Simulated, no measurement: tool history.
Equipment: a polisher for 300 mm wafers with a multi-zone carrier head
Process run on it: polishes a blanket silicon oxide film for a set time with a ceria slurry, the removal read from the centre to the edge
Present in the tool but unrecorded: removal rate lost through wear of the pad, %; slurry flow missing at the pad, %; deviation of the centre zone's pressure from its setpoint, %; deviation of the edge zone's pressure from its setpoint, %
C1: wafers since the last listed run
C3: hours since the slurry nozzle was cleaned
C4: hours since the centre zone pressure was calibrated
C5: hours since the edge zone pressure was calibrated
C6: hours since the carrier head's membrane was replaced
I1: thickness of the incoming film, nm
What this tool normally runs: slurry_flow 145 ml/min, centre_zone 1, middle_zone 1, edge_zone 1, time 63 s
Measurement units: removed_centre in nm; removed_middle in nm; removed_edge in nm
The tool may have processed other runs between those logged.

{"run": 1, "hour": 0.0, "slurry_flow": 145, "centre_zone": 1, "middle_zone": 1, "edge_zone": 0.92, "time": 52, "C1": 0, "wafers polished on this pad": 6, "C3": 34.7, "C4": 167.1, "C5": 1415.6, "C6": 211.5, "I1": 1272.7, "removed_centre": 215.7, "removed_middle": 221.5, "removed_edge": 220.4}
{"run": 2, "hour": 14.6, "slurry_flow": 145, "centre_zone": 1, "middle_zone": 1, "edge_zone": 0.92, "time": 52, "C1": 182, "wafers polished on this pad": 189, "C3": 49.3, "C4": 181.7, "C5": 1430.2, "C6": 226.1, "I1": 1281.4, "removed_centre": 216.8, "removed_middle": 222.3, "removed_edge": 219.7}
{"run": 3, "hour": 36.6, "slurry_flow": 145, "centre_zone": 1, "middle_zone": 1, "edge_zone": 1, "time": 63, "C1": 275, "wafers polished on this pad": 464, "C3": 71.3, "C4": 203.7, "C5": 1452.2, "C6": 248.1, "I1": 1294.2, "removed_centre": 257.4, "removed_middle": 265.7, "removed_edge": 271.6}
{"run": 4, "hour": 61.1, "slurry_flow": 145, "centre_zone": 1, "middle_zone": 1, "edge_zone": 1, "time": 63, "C1": 306, "wafers polished on this pad": 770, "C3": 95.8, "C4": 228.2, "C5": 1476.7, "C6": 272.6, "I1": 1279.1, "removed_centre": 251, "removed_middle": 264, "removed_edge": 271.9}
{"run": 5, "hour": 81.0, "slurry_flow": 145, "centre_zone": 1, "middle_zone": 1, "edge_zone": 1, "time": 63, "C1": 248, "wafers polished on this pad": 1019, "C3": 115.7, "C4": 248.1, "C5": 1496.6, "C6": 292.5, "I1": 1278.6, "removed_centre": 253.8, "removed_middle": 263.9, "removed_edge": 267.2}
{"run": 6, "hour": 98.3, "slurry_flow": 145, "centre_zone": 1, "middle_zone": 1, "edge_zone": 1, "time": 63, "C1": 216, "wafers polished on this pad": 1235, "C3": 133, "C4": 265.4, "C5": 1513.9, "C6": 309.8, "I1": 1270.5, "removed_centre": 252.1, "removed_middle": 262.9, "removed_edge": 263.4}
{"run": 7, "hour": 117.3, "slurry_flow": 125, "centre_zone": 1, "middle_zone": 1, "edge_zone": 1, "time": 63, "C1": 237, "wafers polished on this pad": 1472, "C3": 152, "C4": 284.4, "C5": 1532.9, "C6": 328.8, "I1": 1275.4, "removed_centre": 234.9, "removed_middle": 250.1, "removed_edge": 256.5}
{"hour": 131.4, "done": "worn pad replaced by a new one"}
{"run": 8, "hour": 132.2, "slurry_flow": 145, "centre_zone": 1, "middle_zone": 1, "edge_zone": 1, "time": 63, "C1": 136, "wafers polished on this pad": 9, "C3": 166.9, "C4": 299.3, "C5": 1547.8, "C6": 343.7, "I1": 1269.2, "removed_centre": 246.1, "removed_middle": 258.8, "removed_edge": 261.7}
{"hour": 155.0, "done": "slurry nozzle cleaned"}
{"run": 9, "hour": 159.8, "slurry_flow": 115, "centre_zone": 1, "middle_zone": 1, "edge_zone": 1, "time": 63, "C1": 332, "wafers polished on this pad": 342, "C3": 4.8, "C4": 326.9, "C5": 1575.4, "C6": 371.3, "I1": 1265.2, "removed_centre": 241.2, "removed_middle": 255.1, "removed_edge": 264.9}
{"run": 10, "hour": 193.1, "slurry_flow": 160, "centre_zone": 1, "middle_zone": 1, "edge_zone": 1, "time": 63, "C1": 416, "wafers polished on this pad": 758, "C3": 38.1, "C4": 360.2, "C5": 1608.7, "C6": 404.6, "I1": 1270.4, "removed_centre": 259.9, "removed_middle": 272.4, "removed_edge": 274.8}
{"hour": 198.8, "done": "edge zone pressure recalibrated"}
{"run": 11, "hour": 218.0, "slurry_flow": 145, "centre_zone": 0.89, "middle_zone": 1, "edge_zone": 1, "time": 63, "C1": 286, "wafers polished on this pad": 1045, "C3": 63, "C4": 385.1, "C5": 19.2, "C6": 429.5, "I1": 1281.2, "removed_centre": 225.2, "removed_middle": 265.3, "removed_edge": 274.9}
{"run": 12, "hour": 236.5, "slurry_flow": 145, "centre_zone": 0.94, "middle_zone": 1, "edge_zone": 0.9, "time": 79, "C1": 231, "wafers polished on this pad": 1276, "C3": 81.5, "C4": 403.6, "C5": 37.7, "C6": 448, "I1": 1256.9, "removed_centre": 296.7, "removed_middle": 336.2, "removed_edge": 330.8}
{"hour": 267.7, "done": "worn pad replaced by a new one"}
{"run": 13, "hour": 271.6, "slurry_flow": 145, "centre_zone": 1, "middle_zone": 1, "edge_zone": 1.03, "time": 63, "C1": 388, "wafers polished on this pad": 48, "C3": 116.6, "C4": 438.7, "C5": 72.8, "C6": 483.1, "I1": 1277.1, "removed_centre": 249.4, "removed_middle": 262.9, "removed_edge": 277.1}
{"run": 14, "hour": 292.8, "slurry_flow": 100, "centre_zone": 1, "middle_zone": 1, "edge_zone": 1, "time": 63, "C1": 265, "wafers polished on this pad": 313, "C3": 137.8, "C4": 459.9, "C5": 94, "C6": 504.3, "I1": 1278.2, "removed_centre": 212, "removed_middle": 229.7, "removed_edge": 247.1}
{"hour": 298.3, "done": "carrier head's membrane replaced by a new one"}
{"run": 15, "hour": 307.0, "slurry_flow": 145, "centre_zone": 1, "middle_zone": 1, "edge_zone": 1, "time": 63, "C1": 115, "wafers polished on this pad": 428, "C3": 152, "C4": 474.1, "C5": 108.2, "C6": 8.7, "I1": 1290.6, "removed_centre": 244.9, "removed_middle": 259, "removed_edge": 261.7}
{"hour": 318.6, "done": "centre zone pressure recalibrated"}
{"run": 16, "hour": 329.2, "slurry_flow": 145, "centre_zone": 1, "middle_zone": 1, "edge_zone": 0.92, "time": 52, "C1": 252, "wafers polished on this pad": 680, "C3": 174.2, "C4": 10.6, "C5": 130.4, "C6": 30.9, "I1": 1267.3, "removed_centre": 212, "removed_middle": 212.5, "removed_edge": 214.1}
{"hour": 331.5, "done": "slurry nozzle cleaned"}
{"run": 17, "hour": 344.1, "slurry_flow": 145, "centre_zone": 1, "middle_zone": 1, "edge_zone": 1, "time": 49, "C1": 173, "wafers polished on this pad": 854, "C3": 12.6, "C4": 25.5, "C5": 145.3, "C6": 45.8, "I1": 1282.1, "removed_centre": 207.8, "removed_middle": 211.6, "removed_edge": 211}
{"run": 18, "hour": 377.3, "slurry_flow": 145, "centre_zone": 0.91, "middle_zone": 1, "edge_zone": 1, "time": 63, "C1": 415, "wafers polished on this pad": 1269, "C3": 45.8, "C4": 58.7, "C5": 178.5, "C6": 79, "I1": 1273.5, "removed_centre": 245, "removed_middle": 269.4, "removed_edge": 274}
{"run": 19, "hour": 401.2, "slurry_flow": 145, "centre_zone": 1, "middle_zone": 1, "edge_zone": 1, "time": 63, "C1": 298, "wafers polished on this pad": 1568, "C3": 69.7, "C4": 82.6, "C5": 202.4, "C6": 102.9, "I1": 1290.9, "removed_centre": 263.9, "removed_middle": 268.4, "removed_edge": 274.5}
{"hour": 422.3, "done": "worn pad replaced by a new one"}
{"run": 20, "hour": 435.5, "slurry_flow": 145, "centre_zone": 1, "middle_zone": 0.9, "edge_zone": 1, "time": 63, "C1": 378, "wafers polished on this pad": 165, "C3": 104, "C4": 116.9, "C5": 236.7, "C6": 137.2, "I1": 1295.3, "removed_centre": 256.7, "removed_middle": 240.8, "removed_edge": 269.9}
{"run": 21, "hour": 471.3, "slurry_flow": 145, "centre_zone": 1, "middle_zone": 1, "edge_zone": 1, "time": 63, "C1": 447, "wafers polished on this pad": 612, "C3": 139.8, "C4": 152.7, "C5": 272.5, "C6": 173, "I1": 1270.3, "removed_centre": 255.9, "removed_middle": 260.4, "removed_edge": 266.3}

Give the tool's hidden conditions for every run:
removal rate lost through wear of the pad, %: 0 on each run
deviation of the edge zone's pressure from its setpoint, %: 0 on each run
H1: slurry flow missing at the pad, %
H2: deviation of the centre zone's pressure from its setpoint, %
run=1 H1=4.11 H2=-3.49
run=2 H1=5.79 H2=-3.65
run=3 H1=8.32 H2=-3.87
run=4 H1=11.1 H2=-4.08
run=5 H1=13.4 H2=-4.23
run=6 H1=15.4 H2=-4.34
run=7 H1=17.6 H2=-4.45
run=8 H1=19.3 H2=-4.53
run=9 H1=2.35 H2=-4.66
run=10 H1=6.18 H2=-4.8
run=11 H1=9.05 H2=-4.88
run=12 H1=11.2 H2=-4.93
run=13 H1=15.2 H2=-5.01
run=14 H1=17.7 H2=-5.06
run=15 H1=19.3 H2=-5.08
run=16 H1=21.8 H2=0.197
run=17 H1=1.91 H2=-0.23
run=18 H1=5.73 H2=-1.05
run=19 H1=8.48 H2=-1.55
run=20 H1=12.4 H2=-2.15
run=21 H1=16.6 H2=-2.65

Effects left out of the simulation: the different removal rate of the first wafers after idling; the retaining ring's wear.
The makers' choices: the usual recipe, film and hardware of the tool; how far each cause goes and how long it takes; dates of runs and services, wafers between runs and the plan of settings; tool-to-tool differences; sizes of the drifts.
